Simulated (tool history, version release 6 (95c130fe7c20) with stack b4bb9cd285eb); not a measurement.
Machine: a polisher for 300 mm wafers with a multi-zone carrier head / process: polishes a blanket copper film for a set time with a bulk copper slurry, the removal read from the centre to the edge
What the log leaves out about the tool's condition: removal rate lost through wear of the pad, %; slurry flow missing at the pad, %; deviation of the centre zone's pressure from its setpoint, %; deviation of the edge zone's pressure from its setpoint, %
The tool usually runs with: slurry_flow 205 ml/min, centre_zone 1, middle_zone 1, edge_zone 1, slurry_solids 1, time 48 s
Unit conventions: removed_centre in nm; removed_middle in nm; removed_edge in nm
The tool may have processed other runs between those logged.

| run | day | slurry_flow | centre_zone | middle_zone | edge_zone | slurry_solids | time | wafers since the last listed run | wafers polished on this pad | hours since the slurry nozzle was cleaned | hours since the centre zone pressure was calibrated | hours since the edge zone pressure was calibrated | hours since the carrier head's membrane was replaced | incoming thickness of the incoming film, nm | removed_centre | removed_middle | removed_edge |
|---|---|---|---|---|---|---|---|---|---|---|---|---|---|---|---|---|---|
| 1 | 0 | 205 | 1 | 1 | 1 | 1 | 60 | 0 | 92 | 375 | 1198.1 | 761.2 | 80.3 | 2337.5 | 590.6 | 585.4 | 568.8 |
| 2 | 0.388 | 205 | 1 | 1 | 1 | 1 | 48 | 58 | 150 | 384.3 | 1207.4 | 770.5 | 89.6 | 2344.4 | 475.6 | 472.5 | 470 |
|  | 0.546 | edge zone pressure recalibrated |
|  | 0.825 | slurry nozzle cleaned |
| 3 | 0.921 | 205 | 1.1 | 1 | 1 | 0.8 | 48 | 61 | 212 | 2.3 | 1220.2 | 9 | 102.4 | 2301.6 | 479 | 462.4 | 453.7 |
| 4 | 1.625 | 205 | 1 | 1 | 1 | 1 | 48 | 105 | 318 | 19.2 | 1237.1 | 25.9 | 119.3 | 2291.1 | 461 | 468.2 | 463.1 |
| 5 | 2.054 | 260 | 0.97 | 1.04 | 1 | 1 | 48 | 64 | 382 | 29.5 | 1247.4 | 36.2 | 129.6 | 2329.4 | 473.5 | 492.1 | 485.6 |
| 6 | 2.742 | 205 | 1.07 | 1 | 1 | 1 | 48 | 103 | 486 | 46 | 1263.9 | 52.7 | 146.1 | 2308.6 | 488.8 | 466.6 | 458.8 |
| 7 | 3.138 | 255 | 1.04 | 1.04 | 1 | 1 | 48 | 59 | 545 | 55.5 | 1273.4 | 62.2 | 155.6 | 2333.4 | 492 | 483.8 | 471.8 |
| 8 | 3.788 | 205 | 1 | 1 | 1 | 1 | 48 | 97 | 643 | 71.1 | 1289 | 77.8 | 171.2 | 2312.9 | 472.7 | 462.9 | 459.1 |
| 9 | 4.521 | 205 | 1 | 0.93 | 0.9 | 0.75 | 48 | 110 | 753 | 88.7 | 1306.6 | 95.4 | 188.8 | 2357.6 | 445.6 | 426.7 | 420.8 |
| 10 | 5.158 | 205 | 1 | 1 | 1 | 1 | 48 | 95 | 849 | 104 | 1321.9 | 110.7 | 204.1 | 2310.9 | 471.8 | 459 | 484.4 |
|  | 5.492 | worn pad replaced by a new one |
| 11 | 5.646 | 205 | 1 | 1 | 1 | 1 | 48 | 48 | 23 | 115.7 | 1333.6 | 122.4 | 215.8 | 2301.4 | 473 | 478.2 | 458.2 |
|  | 6.388 | centre zone pressure recalibrated |
| 12 | 6.408 | 205 | 1 | 1 | 1 | 1 | 48 | 102 | 125 | 134 | 0.5 | 140.7 | 234.1 | 2293.7 | 466 | 475.6 | 468 |
| 13 | 6.933 | 205 | 0.92 | 1 | 1 | 1.25 | 48 | 78 | 204 | 146.6 | 13.1 | 153.3 | 246.7 | 2313.3 | 461.9 | 484.1 | 478.8 |
| 14 | 7.267 | 205 | 1 | 1 | 1 | 1 | 48 | 50 | 254 | 154.6 | 21.1 | 161.3 | 254.7 | 2289.3 | 481 | 473.2 | 465.9 |
| 15 | 7.971 | 250 | 1 | 1.08 | 0.94 | 1 | 37 | 105 | 360 | 171.5 | 38 | 178.2 | 271.6 | 2343.1 | 372.9 | 381.3 | 354.5 |
| 16 | 8.433 | 205 | 1 | 1.12 | 1 | 1 | 34 | 69 | 429 | 182.6 | 49.1 | 189.3 | 282.7 | 2335.3 | 331.5 | 360.7 | 337.6 |
| 17 | 8.754 | 205 | 1 | 1 | 1 | 1 | 35 | 48 | 478 | 190.3 | 56.8 | 197 | 290.4 | 2366.9 | 345.4 | 339.9 | 339.3 |
| 18 | 9.204 | 175 | 1 | 1.06 | 0.97 | 1 | 41 | 67 | 545 | 201.1 | 67.6 | 207.8 | 301.2 | 2354.9 | 394.3 | 412.2 | 393.5 |
| 19 | 9.496 | 205 | 1 | 1 | 0.91 | 1.1 | 48 | 43 | 589 | 208.1 | 74.6 | 214.8 | 308.2 | 2325.3 | 478.9 | 467 | 449.5 |
| 20 | 10.054 | 205 | 0.92 | 1 | 1 | 1.25 | 48 | 83 | 673 | 221.5 | 88 | 228.2 | 321.6 | 2310.6 | 470.6 | 487 | 481.5 |
|  | 11.058 | worn pad replaced by a new one |
| 21 | 11.079 | 205 | 1.11 | 1 | 1 | 1 | 48 | 129 | 3 | 246.1 | 112.6 | 252.8 | 346.2 | 2320.4 | 502.6 | 467.4 | 470.3 |
| 22 | 11.525 | 145 | 1.09 | 1 | 1 | 1 | 48 | 67 | 70 | 256.8 | 123.3 | 263.5 | 356.9 | 2295.8 | 480.6 | 454.3 | 450.7 |

Each row is a separate what-if for the run after 22, all from the same tool condition, not one after another. Results?
| A | 11.542 | 205 | 1 | 1 | 1 | 0.75 | 48 | 2 | 72 | 257.2 | 123.7 | 263.9 | 357.3 | 2358 | ? | ? | ? |
| B | 11.542 | 205 | 1 | 1 | 1 | 1.1 | 54 | 2 | 72 | 257.2 | 123.7 | 263.9 | 357.3 | 2358 | ? | ? | ? |
| C | 11.542 | 205 | 1 | 1.09 | 0.91 | 1.1 | 48 | 2 | 72 | 257.2 | 123.7 | 263.9 | 357.3 | 2358 | ? | ? | ? |
| D | 11.542 | 205 | 1 | 1 | 1 | 0.85 | 48 | 2 | 72 | 257.2 | 123.7 | 263.9 | 357.3 | 2358 | ? | ? | ? |

| run | removed_centre | removed_middle | removed_edge |
|---|---|---|---|
| A | 449.9 | 437.3 | 452.4 |
| B | 534.2 | 519.2 | 537.1 |
| C | 475.1 | 491.5 | 457.7 |
| D | 457.5 | 444.6 | 460 |
Stripped of hidden state, with their random variation kept, the same runs would have yielded:
| run | removed_centre | removed_middle | removed_edge |
|---|---|---|---|
| A | 449.9 | 437.3 | 452.4 |
| B | 534.2 | 519.2 | 537.1 |
| C | 475.1 | 491.5 | 457.7 |
| D | 457.5 | 444.6 | 460 |

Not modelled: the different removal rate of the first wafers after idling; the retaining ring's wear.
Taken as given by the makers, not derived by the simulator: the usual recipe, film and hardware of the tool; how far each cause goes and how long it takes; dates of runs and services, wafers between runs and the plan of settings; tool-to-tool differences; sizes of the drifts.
